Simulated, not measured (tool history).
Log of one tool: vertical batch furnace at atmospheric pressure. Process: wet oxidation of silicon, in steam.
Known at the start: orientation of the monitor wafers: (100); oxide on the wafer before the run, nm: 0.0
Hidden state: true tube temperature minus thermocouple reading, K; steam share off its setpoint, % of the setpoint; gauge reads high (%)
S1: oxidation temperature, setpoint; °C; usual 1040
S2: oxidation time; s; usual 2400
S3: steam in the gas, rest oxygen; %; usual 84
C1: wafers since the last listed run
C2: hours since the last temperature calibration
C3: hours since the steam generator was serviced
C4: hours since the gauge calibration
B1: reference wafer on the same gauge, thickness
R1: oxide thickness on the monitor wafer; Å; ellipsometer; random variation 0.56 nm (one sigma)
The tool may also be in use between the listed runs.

run,hour,S1,S2,S3,C1,C2,C3,C4,B1,R1
1,0,1040,2400,76,0,4125.7,2356.5,65.1,442,3258.9
2,13,1040,2400,76,230,4138.7,2369.5,78.1,442.2,3277.9
3,43.8,1028,1650,84,546,4169.5,2400.3,108.9,442,2480.7
# hour 80.5: steam generator serviced
4,81,1040,2400,84,234,4206.7,0.5,146.1,442.01,3707
5,85.3,1040,2400,84,76,4211,4.8,150.4,442.05,3704.6
6,90.4,1040,2400,87,90,4216.1,9.9,155.5,441.88,3788.1
# hour 97.2: gauge calibrated
# hour 120.4: thermocouples replaced and temperature profile calibrated
7,120.9,1040,2400,87,115,0.5,40.4,23.7,441.89,3794.9
8,125.2,1025,2400,84,76,4.8,44.7,28,442.07,3351
9,129.5,1025,2400,84,76,9.1,49,32.3,441.92,3347.4
10,141.1,1040,2400,84,205,20.7,60.6,43.9,442.28,3696.4
11,150.6,1052,2400,84,168,30.2,70.1,53.4,441.69,3978.9
12,164.7,1040,2400,84,250,44.3,84.2,67.5,441.85,3710.7

Run 13 comes next. What will it give?
13,178.5,1029,2970,94,245,58.1,98,81.3,?,?

B1: 441.83
R1: 4264.6 Å
Without the tool's hidden state the same run would have given R1 4271.2 Å.
